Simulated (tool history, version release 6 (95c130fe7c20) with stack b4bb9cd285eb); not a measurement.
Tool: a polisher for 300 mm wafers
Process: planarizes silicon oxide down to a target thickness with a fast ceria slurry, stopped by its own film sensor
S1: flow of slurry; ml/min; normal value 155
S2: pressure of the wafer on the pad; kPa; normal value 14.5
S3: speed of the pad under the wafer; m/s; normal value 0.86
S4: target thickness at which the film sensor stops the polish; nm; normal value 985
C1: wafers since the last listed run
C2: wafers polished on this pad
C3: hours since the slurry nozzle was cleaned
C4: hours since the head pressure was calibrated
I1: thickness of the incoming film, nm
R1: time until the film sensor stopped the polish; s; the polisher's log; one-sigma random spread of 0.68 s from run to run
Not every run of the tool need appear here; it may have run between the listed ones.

{"run": 1, "hour": 0.0, "S1": 155, "S2": 14.5, "S3": 0.86, "S4": 985, "C1": 0, "C2": 1239, "C3": 41.3, "C4": 734.9, "I1": 1763.5, "R1": 80.7}
{"run": 2, "hour": 32.5, "S1": 155, "S2": 14.5, "S3": 0.86, "S4": 985, "C1": 315, "C2": 1555, "C3": 73.8, "C4": 767.4, "I1": 1799.4, "R1": 84.7}
{"hour": 40.7, "done": "worn pad replaced by a new one"}
{"run": 3, "hour": 52.2, "S1": 155, "S2": 14.5, "S3": 0.86, "S4": 985, "C1": 152, "C2": 111, "C3": 93.5, "C4": 787.1, "I1": 1748.2, "R1": 79.9}
{"run": 4, "hour": 69.0, "S1": 155, "S2": 14.5, "S3": 0.86, "S4": 985, "C1": 163, "C2": 275, "C3": 110.3, "C4": 803.9, "I1": 1765.0, "R1": 81.4}
{"run": 5, "hour": 95.9, "S1": 155, "S2": 14.5, "S3": 0.86, "S4": 985, "C1": 261, "C2": 536, "C3": 137.2, "C4": 830.8, "I1": 1729.9, "R1": 78.2}
{"run": 6, "hour": 115.5, "S1": 155, "S2": 14.5, "S3": 0.86, "S4": 985, "C1": 190, "C2": 727, "C3": 156.8, "C4": 850.4, "I1": 1777.7, "R1": 83.7}
{"run": 7, "hour": 127.7, "S1": 155, "S2": 14.5, "S3": 0.86, "S4": 985, "C1": 118, "C2": 845, "C3": 169.0, "C4": 862.6, "I1": 1751.2, "R1": 79.8}
{"run": 8, "hour": 158.0, "S1": 155, "S2": 14.5, "S3": 0.86, "S4": 985, "C1": 294, "C2": 1140, "C3": 199.3, "C4": 892.9, "I1": 1756.5, "R1": 81.7}
{"run": 9, "hour": 189.4, "S1": 120, "S2": 14.5, "S3": 0.86, "S4": 985, "C1": 305, "C2": 1445, "C3": 230.7, "C4": 924.3, "I1": 1763.3, "R1": 88.3}
{"run": 10, "hour": 211.7, "S1": 155, "S2": 14.5, "S3": 0.86, "S4": 985, "C1": 216, "C2": 1662, "C3": 253.0, "C4": 946.6, "I1": 1743.3, "R1": 82.2}
{"hour": 220.7, "done": "worn pad replaced by a new one"}
{"run": 11, "hour": 234.1, "S1": 155, "S2": 14.5, "S3": 0.86, "S4": 985, "C1": 178, "C2": 129, "C3": 275.4, "C4": 969.0, "I1": 1800.5, "R1": 87.9}
{"run": 12, "hour": 248.6, "S1": 155, "S2": 14.5, "S3": 0.86, "S4": 985, "C1": 140, "C2": 270, "C3": 289.9, "C4": 983.5, "I1": 1780.1, "R1": 85.8}
{"run": 13, "hour": 266.2, "S1": 155, "S2": 13.1, "S3": 0.86, "S4": 985, "C1": 171, "C2": 441, "C3": 307.5, "C4": 1001.1, "I1": 1765.4, "R1": 92.0}
{"run": 14, "hour": 281.4, "S1": 155, "S2": 13.1, "S3": 0.86, "S4": 985, "C1": 147, "C2": 589, "C3": 322.7, "C4": 1016.3, "I1": 1760.5, "R1": 93.3}
{"hour": 287.6, "done": "slurry nozzle cleaned"}
{"hour": 296.1, "done": "head pressure recalibrated"}
{"run": 15, "hour": 298.2, "S1": 155, "S2": 13.1, "S3": 0.86, "S4": 985, "C1": 134, "C2": 723, "C3": 10.6, "C4": 2.1, "I1": 1766.2, "R1": 85.9}
{"run": 16, "hour": 329.2, "S1": 155, "S2": 14.5, "S3": 0.86, "S4": 985, "C1": 301, "C2": 1025, "C3": 41.6, "C4": 33.1, "I1": 1756.7, "R1": 80.6}
{"run": 17, "hour": 363.8, "S1": 155, "S2": 14.5, "S3": 0.86, "S4": 985, "C1": 336, "C2": 1361, "C3": 76.2, "C4": 67.7, "I1": 1733.0, "R1": 78.4}
{"hour": 393.5, "done": "worn pad replaced by a new one"}
{"run": 18, "hour": 394.1, "S1": 155, "S2": 14.5, "S3": 0.86, "S4": 985, "C1": 255, "C2": 5, "C3": 106.5, "C4": 98.0, "I1": 1765.4, "R1": 81.0}
{"run": 19, "hour": 419.0, "S1": 155, "S2": 13.1, "S3": 0.86, "S4": 985, "C1": 242, "C2": 247, "C3": 131.4, "C4": 122.9, "I1": 1755.9, "R1": 87.8}
{"run": 20, "hour": 454.2, "S1": 155, "S2": 14.5, "S3": 0.86, "S4": 985, "C1": 342, "C2": 589, "C3": 166.6, "C4": 158.1, "I1": 1731.4, "R1": 78.9}
{"run": 21, "hour": 484.4, "S1": 155, "S2": 14.5, "S3": 0.72, "S4": 787, "C1": 293, "C2": 883, "C3": 196.8, "C4": 188.3, "I1": 1781.2, "R1": 126.4}
{"run": 22, "hour": 519.1, "S1": 155, "S2": 14.5, "S3": 0.64, "S4": 985, "C1": 337, "C2": 1220, "C3": 231.5, "C4": 223.0, "I1": 1785.1, "R1": 117.0}
{"run": 23, "hour": 532.3, "S1": 155, "S2": 10.3, "S3": 0.94, "S4": 1142, "C1": 128, "C2": 1348, "C3": 244.7, "C4": 236.2, "I1": 1795.4, "R1": 79.8}
{"hour": 540.4, "done": "worn pad replaced by a new one"}
{"run": 24, "hour": 553.2, "S1": 190, "S2": 11.7, "S3": 0.86, "S4": 890, "C1": 164, "C2": 124, "C3": 265.6, "C4": 257.1, "I1": 1771.6, "R1": 106.1}
{"run": 25, "hour": 566.1, "S1": 155, "S2": 19.3, "S3": 0.76, "S4": 1110, "C1": 125, "C2": 250, "C3": 278.5, "C4": 270.0, "I1": 1793.0, "R1": 68.9}
{"run": 26, "hour": 601.5, "S1": 155, "S2": 19.3, "S3": 1.12, "S4": 985, "C1": 344, "C2": 594, "C3": 313.9, "C4": 305.4, "I1": 1747.3, "R1": 52.5}
{"run": 27, "hour": 616.5, "S1": 155, "S2": 14.5, "S3": 0.86, "S4": 985, "C1": 145, "C2": 739, "C3": 328.9, "C4": 320.4, "I1": 1754.8, "R1": 85.7}
{"hour": 639.4, "done": "slurry nozzle cleaned"}
{"run": 28, "hour": 640.2, "S1": 155, "S2": 14.5, "S3": 0.86, "S4": 985, "C1": 220, "C2": 960, "C3": 0.8, "C4": 344.1, "I1": 1731.6, "R1": 77.7}
{"run": 29, "hour": 671.0, "S1": 155, "S2": 14.5, "S3": 0.86, "S4": 985, "C1": 299, "C2": 1259, "C3": 31.6, "C4": 374.9, "I1": 1769.4, "R1": 82.6}
{"run": 30, "hour": 700.6, "S1": 190, "S2": 16.5, "S3": 0.86, "S4": 1099, "C1": 287, "C2": 1547, "C3": 61.2, "C4": 404.5, "I1": 1750.6, "R1": 59.9}
{"run": 31, "hour": 715.8, "S1": 155, "S2": 14.5, "S3": 0.86, "S4": 985, "C1": 147, "C2": 1695, "C3": 76.4, "C4": 419.7, "I1": 1787.5, "R1": 84.9}
{"hour": 727.5, "done": "worn pad replaced by a new one"}
{"run": 32, "hour": 734.6, "S1": 155, "S2": 18.6, "S3": 0.86, "S4": 776, "C1": 143, "C2": 68, "C3": 95.2, "C4": 438.5, "I1": 1726.5, "R1": 82.6}
{"run": 33, "hour": 757.7, "S1": 155, "S2": 13.1, "S3": 0.86, "S4": 985, "C1": 224, "C2": 293, "C3": 118.3, "C4": 461.6, "I1": 1741.7, "R1": 84.7}
{"run": 34, "hour": 779.9, "S1": 105, "S2": 14.5, "S3": 0.94, "S4": 1125, "C1": 215, "C2": 508, "C3": 140.5, "C4": 483.8, "I1": 1792.0, "R1": 69.4}
{"run": 35, "hour": 799.9, "S1": 205, "S2": 11.0, "S3": 0.86, "S4": 1198, "C1": 194, "C2": 703, "C3": 160.5, "C4": 503.8, "I1": 1767.6, "R1": 69.3}
{"run": 36, "hour": 829.7, "S1": 140, "S2": 14.5, "S3": 0.86, "S4": 858, "C1": 289, "C2": 992, "C3": 190.3, "C4": 533.6, "I1": 1789.4, "R1": 100.6}

Alternative continuations, all from the tool just after run 36; predict every row:
{"run": "A", "hour": 830.1, "S1": 155, "S2": 14.5, "S3": 0.86, "S4": 985, "C1": 3, "C2": 996, "C3": 190.7, "C4": 534.0, "I1": 1739.5, "R1": "?"}
{"run": "B", "hour": 830.1, "S1": 155, "S2": 14.5, "S3": 1.0, "S4": 985, "C1": 3, "C2": 996, "C3": 190.7, "C4": 534.0, "I1": 1739.5, "R1": "?"}
{"run": "C", "hour": 830.1, "S1": 155, "S2": 19.3, "S3": 0.78, "S4": 1154, "C1": 3, "C2": 996, "C3": 190.7, "C4": 534.0, "I1": 1739.5, "R1": "?"}

run=A R1=79.5
run=B R1=68.4
run=C R1=55.2
The same runs, with their run-to-run variation unchanged, on a tool lacking any hidden condition would have given:
run=A R1=77.7
run=B R1=66.8
run=C R1=54.0
